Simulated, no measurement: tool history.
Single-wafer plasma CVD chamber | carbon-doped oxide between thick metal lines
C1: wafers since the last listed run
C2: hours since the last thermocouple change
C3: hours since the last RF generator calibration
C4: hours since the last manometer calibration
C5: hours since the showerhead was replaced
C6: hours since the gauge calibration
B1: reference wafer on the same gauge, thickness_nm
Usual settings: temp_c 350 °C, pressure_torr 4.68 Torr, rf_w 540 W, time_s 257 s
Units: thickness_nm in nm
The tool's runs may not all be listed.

run 1 hour=0.0 | temp_c=350 pressure_torr=4.68 rf_w=540 time_s=257 | C1=0 C2=2360.3 C3=621.8 C4=208.1 C5=7473.7 C6=1274.2 | B1=1250.456 | thickness_nm=1480.016
run 2 hour=59.8 | temp_c=350 pressure_torr=4.68 rf_w=540 time_s=257 | C1=468 C2=2420.1 C3=681.6 C4=267.9 C5=7533.5 C6=1334.0 | B1=1252.875 | thickness_nm=1474.330
run 3 hour=97.7 | temp_c=350 pressure_torr=4.68 rf_w=540 time_s=257 | C1=296 C2=2458.0 C3=719.5 C4=305.8 C5=7571.4 C6=1371.9 | B1=1250.597 | thickness_nm=1467.878
run 4 hour=157.4 | temp_c=350 pressure_torr=4.68 rf_w=475 time_s=257 | C1=467 C2=2517.7 C3=779.2 C4=365.5 C5=7631.1 C6=1431.6 | B1=1250.678 | thickness_nm=1327.573
-- hour=181.7 gauge calibrated
run 5 hour=186.0 | temp_c=350 pressure_torr=4.68 rf_w=475 time_s=257 | C1=223 C2=2546.3 C3=807.8 C4=394.1 C5=7659.7 C6=4.3 | B1=1249.558 | thickness_nm=1320.814
run 6 hour=223.0 | temp_c=350 pressure_torr=4.68 rf_w=475 time_s=257 | C1=289 C2=2583.3 C3=844.8 C4=431.1 C5=7696.7 C6=41.3 | B1=1251.979 | thickness_nm=1323.032
run 7 hour=253.3 | temp_c=350 pressure_torr=4.68 rf_w=540 time_s=257 | C1=237 C2=2613.6 C3=875.1 C4=461.4 C5=7727.0 C6=71.6 | B1=1251.659 | thickness_nm=1455.937
run 8 hour=305.2 | temp_c=350 pressure_torr=4.68 rf_w=540 time_s=257 | C1=406 C2=2665.5 C3=927.0 C4=513.3 C5=7778.9 C6=123.5 | B1=1250.798 | thickness_nm=1455.383
-- hour=323.3 showerhead replaced
-- hour=496.7 RF generator calibrated
run 9 hour=497.2 | temp_c=350 pressure_torr=4.68 rf_w=540 time_s=257 | C1=1378 C2=2857.5 C3=0.5 C4=705.3 C5=173.9 C6=315.5 | B1=1250.907 | thickness_nm=1478.027
run 10 hour=528.5 | temp_c=350 pressure_torr=4.68 rf_w=540 time_s=257 | C1=245 C2=2888.8 C3=31.8 C4=736.6 C5=205.2 C6=346.8 | B1=1250.753 | thickness_nm=1481.657
-- hour=560.3 thermocouple changed; heater temperature recalibrated
run 11 hour=560.8 | temp_c=350 pressure_torr=4.68 rf_w=540 time_s=257 | C1=190 C2=0.5 C3=64.1 C4=768.9 C5=237.5 C6=379.1 | B1=1251.118 | thickness_nm=1481.211
run 12 hour=582.6 | temp_c=339 pressure_torr=4.68 rf_w=540 time_s=257 | C1=170 C2=22.3 C3=85.9 C4=790.7 C5=259.3 C6=400.9 | B1=1251.606 | thickness_nm=1531.824
run 13 hour=635.7 | temp_c=350 pressure_torr=4.68 rf_w=635 time_s=270 | C1=415 C2=75.4 C3=139.0 C4=843.8 C5=312.4 C6=454.0 | B1=1249.079 | thickness_nm=1748.268
run 14 hour=695.4 | temp_c=350 pressure_torr=5.03 rf_w=640 time_s=288 | C1=467 C2=135.1 C3=198.7 C4=903.5 C5=372.1 C6=513.7 | B1=1249.699 | thickness_nm=1887.352
run 15 hour=758.8 | temp_c=343 pressure_torr=4.20 rf_w=495 time_s=219 | C1=496 C2=198.5 C3=262.1 C4=966.9 C5=435.5 C6=577.1 | B1=1253.190 | thickness_nm=1201.207
-- hour=813.3 capacitance manometer re-zeroed and calibrated
run 16 hour=813.8 | temp_c=350 pressure_torr=4.68 rf_w=625 time_s=306 | C1=368 C2=253.5 C3=317.1 C4=0.5 C5=490.5 C6=632.1 | B1=1250.163 | thickness_nm=1954.514
run 17 hour=926.4 | temp_c=355 pressure_torr=4.36 rf_w=495 time_s=243 | C1=881 C2=366.1 C3=429.7 C4=113.1 C5=603.1 C6=744.7 | B1=1249.901 | thickness_nm=1290.889
run 18 hour=971.8 | temp_c=344 pressure_torr=3.98 rf_w=540 time_s=272 | C1=355 C2=411.5 C3=475.1 C4=158.5 C5=648.5 C6=790.1 | B1=1251.324 | thickness_nm=1568.681
run 19 hour=1028.2 | temp_c=350 pressure_torr=4.68 rf_w=540 time_s=302 | C1=441 C2=467.9 C3=531.5 C4=214.9 C5=704.9 C6=846.5 | B1=1251.610 | thickness_nm=1734.579
run 20 hour=1140.1 | temp_c=350 pressure_torr=4.68 rf_w=640 time_s=242 | C1=876 C2=579.8 C3=643.4 C4=326.8 C5=816.8 C6=958.4 | B1=1250.294 | thickness_nm=1557.675
run 21 hour=1167.6 | temp_c=350 pressure_torr=4.19 rf_w=540 time_s=257 | C1=215 C2=607.3 C3=670.9 C4=354.3 C5=844.3 C6=985.9 | B1=1249.605 | thickness_nm=1455.924
run 22 hour=1211.5 | temp_c=350 pressure_torr=4.68 rf_w=540 time_s=257 | C1=343 C2=651.2 C3=714.8 C4=398.2 C5=888.2 C6=1029.8 | B1=1248.902 | thickness_nm=1469.228
run 23 hour=1258.3 | temp_c=350 pressure_torr=4.68 rf_w=540 time_s=257 | C1=366 C2=698.0 C3=761.6 C4=445.0 C5=935.0 C6=1076.6 | B1=1250.114 | thickness_nm=1465.825
run 24 hour=1327.5 | temp_c=340 pressure_torr=3.64 rf_w=600 time_s=228 | C1=541 C2=767.2 C3=830.8 C4=514.2 C5=1004.2 C6=1145.8 | B1=1251.806 | thickness_nm=1413.423
run 25 hour=1378.8 | temp_c=350 pressure_torr=3.77 rf_w=540 time_s=285 | C1=401 C2=818.5 C3=882.1 C4=565.5 C5=1055.5 C6=1197.1 | B1=1249.620 | thickness_nm=1588.988
run 26 hour=1415.8 | temp_c=362 pressure_torr=4.68 rf_w=490 time_s=307 | C1=289 C2=855.5 C3=919.1 C4=602.5 C5=1092.5 C6=1234.1 | B1=1250.803 | thickness_nm=1561.045
-- hour=1462.4 RF generator calibrated
run 27 hour=1474.7 | temp_c=350 pressure_torr=4.68 rf_w=540 time_s=257 | C1=398 C2=914.4 C3=12.3 C4=661.4 C5=1151.4 C6=1293.0 | B1=1248.893 | thickness_nm=1484.188

The same runs without the tool's hidden state, with the same run-to-run variation:
The hidden state here: wafer temperature above the value expected at the setpoint (K); delivered RF power above the setpoint (%); true pressure above the setpoint (%); gauge reads high (%).
run=1 thickness_nm=1495.280
run=2 thickness_nm=1492.418
run=3 thickness_nm=1487.850
run=4 thickness_nm=1349.936
run=5 thickness_nm=1344.873
run=6 thickness_nm=1349.582
run=7 thickness_nm=1484.937
run=8 thickness_nm=1487.873
run=9 thickness_nm=1483.123
run=10 thickness_nm=1486.803
run=11 thickness_nm=1486.468
run=12 thickness_nm=1537.384
run=13 thickness_nm=1754.830
run=14 thickness_nm=1895.204
run=15 thickness_nm=1207.517
run=16 thickness_nm=1965.739
run=17 thickness_nm=1301.460
run=18 thickness_nm=1582.855
run=19 thickness_nm=1752.713
run=20 thickness_nm=1578.120
run=21 thickness_nm=1477.286
run=22 thickness_nm=1493.051
run=23 thickness_nm=1492.172
run=24 thickness_nm=1441.896
run=25 thickness_nm=1625.633
run=26 thickness_nm=1600.599
run=27 thickness_nm=1485.177
